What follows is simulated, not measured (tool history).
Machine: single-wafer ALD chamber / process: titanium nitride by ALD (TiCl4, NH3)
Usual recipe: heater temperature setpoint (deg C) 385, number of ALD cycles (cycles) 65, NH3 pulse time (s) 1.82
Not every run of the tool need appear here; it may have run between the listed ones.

run    hour  heater temperature setpoint (deg C)  number of ALD cycles (cycles)  NH3 pulse time (s)  read-back reference wafer on the same gauge, thickness_nm  mean film thickness on the monitor wafer (Å)
  1     0.0                                  385                             65                1.82                                                      1.320                                         14.51
  2    14.8                                  385                             65                1.82                                                      1.321                                         14.48
  3    50.3                                  385                             65                1.82                                                      1.320                                         14.58
  4    81.5                                  385                             65                1.82                                                      1.320                                         14.52
  5    98.5                                  385                             65                1.82                                                      1.320                                         14.51
  6   133.4                                  385                             65                1.82                                                      1.320                                         14.50
  7   154.2                                  385                             61                1.37                                                      1.321                                         13.17
  8   176.8                                  385                             61                1.37                                                      1.320                                         13.19
  9   206.8                                  385                             65                1.82                                                      1.321                                         14.49
 10   221.3                                  385                             65                1.82                                                      1.319                                         14.51
 11   256.7                                  376                             65                1.82                                                      1.320                                         14.44
 12   274.6                                  385                             65                1.82                                                      1.320                                         14.56
 13   297.8                                  385                             65                1.82                                                      1.321                                         14.54
 14   324.6                                  385                             65                1.82                                                      1.319                                         14.49
 15   341.4                                  385                             65                1.82                                                      1.320                                         14.52
 16   367.4                                  385                             65                1.82                                                      1.320                                         14.53
 17   404.2                                  385                             65                1.82                                                      1.320                                         14.57
      428.5  -- thermocouple changed; heater temperature recalibrated
 18   434.2                                  385                             65                1.82                                                      1.321                                         14.50
 19   487.2                                  391                             54                1.82                                                      1.320                                         12.21
 20   513.3                                  370                             65                1.82                                                      1.318                                         14.19
      532.4  -- gauge calibrated
 21   597.7                                  385                             65                1.82                                                      1.320                                         14.52
      622.3  -- showerhead replaced
 22   699.7                                  374                             75                2.02                                                      1.319                                         16.68
 23   750.6                                  399                             52                2.32                                                      1.319                                         11.98
 24   764.9                                  395                             73                1.45                                                      1.320                                         16.19
 25   799.4                                  394                             55                1.82                                                      1.318                                         12.41
 26   828.3                                  377                             77                1.55                                                      1.320                                         16.73
 27   849.1                                  385                             61                1.82                                                      1.320                                         13.63
 28   880.2                                  385                             78                1.22                                                      1.320                                         16.39
 29   899.7                                  385                             65                1.82                                                      1.321                                         14.46
 30   921.3                                  385                             65                1.82                                                      1.321                                         14.51
 31   963.3                                  391                             76                1.82                                                      1.321                                         17.14
 32   991.0                                  385                             75                1.82                                                      1.320                                         16.75
 33  1010.1                                  385                             65                1.82                                                      1.319                                         14.48
 34  1076.1                                  385                             65                1.82                                                      1.320                                         14.58
 35  1090.7                                  399                             65                1.82                                                      1.320                                         14.75
 36  1120.2                                  385                             62                2.43                                                      1.320                                         14.16

Predict each of these 3 candidate next runs independently; none follows another, all start after run 36:
  A  1120.7                                  385                             65                1.82                                                          ?                                             ?
  B  1120.7                                  391                             60                1.54                                                          ?                                             ?
  C  1120.7                                  399                             65                1.12                                                          ?                                             ?

run  read-back reference wafer on the same gauge, thickness_nm  mean film thickness on the monitor wafer (Å)
  A                                                      1.319                                         14.55
  B                                                      1.319                                         13.31
  C                                                      1.319                                         13.89
What these runs would have given with no unlogged condition in the tool:
run  mean film thickness on the monitor wafer (Å)
  A                                         14.55
  B                                         13.31
  C                                         13.89
